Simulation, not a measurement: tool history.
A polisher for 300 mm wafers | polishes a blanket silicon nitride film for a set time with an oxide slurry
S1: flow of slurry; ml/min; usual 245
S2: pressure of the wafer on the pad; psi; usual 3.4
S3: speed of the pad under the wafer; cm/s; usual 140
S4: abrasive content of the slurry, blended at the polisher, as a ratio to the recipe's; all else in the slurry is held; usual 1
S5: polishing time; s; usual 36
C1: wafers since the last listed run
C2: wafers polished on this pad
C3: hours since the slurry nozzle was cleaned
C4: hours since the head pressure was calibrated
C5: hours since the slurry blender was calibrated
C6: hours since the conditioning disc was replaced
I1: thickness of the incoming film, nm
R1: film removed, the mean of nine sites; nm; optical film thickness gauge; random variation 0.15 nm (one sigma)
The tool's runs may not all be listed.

run   hour   S1   S2   S3    S4  S5   C1    C2     C3     C4     C5     C6     I1    R1
  1      0  245  3.7  140     1  36    0   179  557.8  411.4   83.3  148.4  307.5  25.6
  2    7.8  245  3.4  162     1  36  117   296  565.6  419.2   91.1  156.2  306.4    26
  3   16.5  245  3.4  140     1  36  130   427  574.3  427.9   99.8  164.9  313.1  23.2
  4   23.3  245  3.4  140     1  36  102   529  581.1  434.7  106.6  171.7  307.1  23.1
  5   29.4  245  3.4  140     1  36   91   621  587.2  440.8  112.7  177.8  314.7  23.4
      32.9  -- conditioning disc replaced and pad reconditioned
  6   42.8  245  3.4  140     1  29  171   792  600.6  454.2  126.1    9.9  313.5  18.4
  7   53.4  285  3.4  140     1  36  159   951  611.2  464.8  136.7   20.5  307.2  23.6
  8   64.9  245  3.4  140   1.2  36  172  1123  622.7  476.3  148.2     32  305.1    25
      70.4  -- slurry nozzle cleaned
  9   71.1  245  3.4  140   1.2  49   78  1201    0.7  482.5  154.4   38.2  310.5  33.9
      77.1  -- worn pad replaced by a new one
      88.4  -- head pressure recalibrated
 10   88.9  245  3.4  140     1  42  177   147   18.5    0.5  172.2     56  315.1  26.8
 11   96.8  280  4.1  182     1  26  118   266   26.4    8.4  180.1   63.9  307.8  25.1
 12  109.3  220    3  140     1  36  187   453   38.9   20.9  192.6   76.4  312.7  19.6
 13  115.9  245  3.4   96  0.75  46   99   552   45.5   27.5  199.2     83  315.8  18.3
 14  121.9  245  3.4  140     1  36   90   642   51.5   33.5  205.2     89  312.9  22.6
 15  131.9  175  3.4  140     1  29  150   792   61.5   43.5  215.2     99    307  17.4
 16  139.1  245  3.4  162     1  36  108   900   68.7   50.7  222.4  106.2  313.2  25.1
 17  154.5  245  3.4  140     1  36  231  1131   84.1   66.1  237.8  121.6  314.2  22.3
     156.7  -- slurry blender recalibrated
     161.9  -- worn pad replaced by a new one
 18  179.1  265  4.3  122  1.15  36  279   258  108.7   90.7   22.4  146.2  314.1  28.4
 19  195.2  185  4.1  118  0.75  36  241   499  124.8  106.8   38.5  162.3  315.2  20.6
 20  203.4  245  3.4  140     1  43  123   622    133    115   46.7  170.5  313.3  27.9
     210.7  -- conditioning disc replaced and pad reconditioned
 21    212  245  3.4  140     1  46   99   721  141.6  123.6   55.3    1.3  309.2    30
 22  228.6  245  3.4  186     1  36  249   970  158.2  140.2   71.9   17.9  309.7  29.2
     245.2  -- worn pad replaced by a new one
 23  245.7  245    3  140     1  27  196     6  175.3  157.3     89     35  307.2  15.4
 24  260.5  245  2.6  154   0.8  25  222   228  190.1  172.1  103.8   49.8  312.6  11.9
 25  273.7  245  2.6  140     1  36  198   426  203.3  185.3    117     63  310.4  17.7

5 ways to go on from here, each from the tool as it stands after run 25. What would each give?
  A  274.1  270  3.4  140     1  36   6  432  203.7  185.7  117.4  63.4  309.6   ?
  B  274.1  245  3.4  140   1.2  39   6  432  203.7  185.7  117.4  63.4  309.6   ?
  C  274.1  245  3.9  112     1  36   6  432  203.7  185.7  117.4  63.4  309.6   ?
  D  274.1  245  3.4  140  1.15  36   6  432  203.7  185.7  117.4  63.4  309.6   ?
  E  274.1  245  2.9  140     1  36   6  432  203.7  185.7  117.4  63.4  309.6   ?

run    R1
  A  23.4
  B  27.2
  C  22.2
  D  24.6
  E  19.7
Without the tool's hidden state the same runs would have given:
run    R1
  A  23.7
  B  27.6
  C  22.5
  D    25
  E    20
